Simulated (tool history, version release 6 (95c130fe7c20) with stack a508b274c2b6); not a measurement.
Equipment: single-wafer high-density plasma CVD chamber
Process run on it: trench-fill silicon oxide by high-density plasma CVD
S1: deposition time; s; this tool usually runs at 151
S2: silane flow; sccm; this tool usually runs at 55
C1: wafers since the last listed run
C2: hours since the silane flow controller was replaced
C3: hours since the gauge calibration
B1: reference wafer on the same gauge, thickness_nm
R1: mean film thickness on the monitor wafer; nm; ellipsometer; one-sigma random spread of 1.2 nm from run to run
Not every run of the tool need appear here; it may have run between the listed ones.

| run | hour | S1 | S2 | C1 | C2 | C3 | B1 | R1 |
|---|---|---|---|---|---|---|---|---|
| 1 | 0.0 | 151 | 53 | 0 | 3417.8 | 52.9 | 696.734 | 790.568 |
| 2 | 10.5 | 151 | 53 | 77 | 3428.3 | 63.4 | 697.091 | 792.663 |
| 3 | 27.6 | 151 | 55 | 126 | 3445.4 | 80.5 | 696.971 | 822.525 |
| 4 | 35.3 | 151 | 61 | 57 | 3453.1 | 88.2 | 697.084 | 910.764 |
| 5 | 49.8 | 151 | 61 | 107 | 3467.6 | 102.7 | 696.944 | 911.636 |
| 6 | 59.1 | 151 | 61 | 68 | 3476.9 | 112.0 | 696.795 | 912.789 |
| 7 | 68.4 | 167 | 55 | 68 | 3486.2 | 121.3 | 697.033 | 910.201 |
| 8 | 86.4 | 167 | 55 | 133 | 3504.2 | 139.3 | 696.623 | 907.733 |
|  | 89.7 | gauge calibrated |
|  | 95.1 | silane flow controller replaced |
| 9 | 104.0 | 151 | 55 | 71 | 8.9 | 14.3 | 697.026 | 823.729 |
| 10 | 116.5 | 151 | 55 | 92 | 21.4 | 26.8 | 696.794 | 824.024 |
| 11 | 129.4 | 151 | 55 | 95 | 34.3 | 39.7 | 697.094 | 822.531 |
| 12 | 146.9 | 159 | 45 | 129 | 51.8 | 57.2 | 696.898 | 709.437 |
| 13 | 156.4 | 168 | 46 | 70 | 61.3 | 66.7 | 696.984 | 766.659 |
| 14 | 168.8 | 151 | 55 | 91 | 73.7 | 79.1 | 696.972 | 822.607 |
| 15 | 176.9 | 151 | 55 | 60 | 81.8 | 87.2 | 697.300 | 822.938 |
| 16 | 185.1 | 163 | 65 | 60 | 90.0 | 95.4 | 697.176 | 1049.835 |
| 17 | 191.7 | 151 | 55 | 48 | 96.6 | 102.0 | 697.183 | 823.036 |
| 18 | 205.0 | 151 | 65 | 98 | 109.9 | 115.3 | 697.227 | 972.920 |
|  | 206.3 | gauge calibrated |
| 19 | 219.4 | 174 | 50 | 106 | 124.3 | 13.1 | 696.975 | 859.916 |
| 20 | 235.1 | 151 | 55 | 116 | 140.0 | 28.8 | 696.829 | 821.608 |
| 21 | 242.2 | 166 | 47 | 52 | 147.1 | 35.9 | 696.976 | 772.883 |
| 22 | 250.8 | 140 | 48 | 63 | 155.7 | 44.5 | 696.992 | 665.081 |

Run-by-run hidden state of the tool:
delivered silane flow above the setpoint (%): 0 in every run
gauge reads high (%): 0 in every run
